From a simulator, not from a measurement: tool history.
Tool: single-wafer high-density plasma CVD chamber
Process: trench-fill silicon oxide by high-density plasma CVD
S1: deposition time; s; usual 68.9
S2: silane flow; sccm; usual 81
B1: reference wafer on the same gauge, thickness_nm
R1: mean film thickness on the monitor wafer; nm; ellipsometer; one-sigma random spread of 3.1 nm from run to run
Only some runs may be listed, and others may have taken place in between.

run,day,S1,S2,B1,R1
1,0.000,68.9,71,580.119,509.468
2,4.175,68.9,71,580.180,505.571
3,6.750,68.9,81,578.573,579.158
4,11.558,68.9,81,579.031,576.449
5,15.721,68.9,81,579.430,570.891
6,19.267,78.4,68,578.702,551.347
7,20.825,75.9,92,579.202,712.165
8,24.604,75.9,92,579.307,713.084
9,26.654,75.9,92,579.191,710.465
10,28.762,68.9,81,578.571,565.738
11,32.479,68.9,69,578.690,484.955
# day 34.971: silane flow controller replaced
12,36.821,68.9,69,579.711,517.699
13,40.083,55.6,81,578.520,485.520
14,43.858,77.2,74,579.172,616.404
15,46.342,72.5,76,578.843,590.015
# day 48.746: gauge calibrated
16,50.762,68.9,81,578.734,597.359
17,54.675,63.8,70,579.572,479.907
18,59.129,68.9,81,579.022,596.833
19,62.529,68.9,81,578.806,592.046
20,65.854,68.9,81,579.182,591.118
21,69.004,68.9,81,579.332,586.521
22,71.462,55.1,81,579.259,466.194
23,75.412,82.2,86,579.473,740.875
24,77.004,56.8,85,580.094,508.658

Consider 5 possible next runs. They are alternatives, not a sequence: every one starts from the tool as it was left by run 24. What does each give?
A,77.021,68.9,89,?,?
B,77.021,74.1,66,?,?
C,77.021,57.4,95,?,?
D,77.021,73.5,87,?,?
E,77.021,62.9,68,?,?

run,B1,R1
A,579.445,636.469
B,579.445,512.794
C,579.445,564.936
D,579.445,664.152
E,579.445,447.962
What these runs would have given with no unlogged condition in the tool:
run,R1
A,655.828
B,528.391
C,582.119
D,684.352
E,461.587
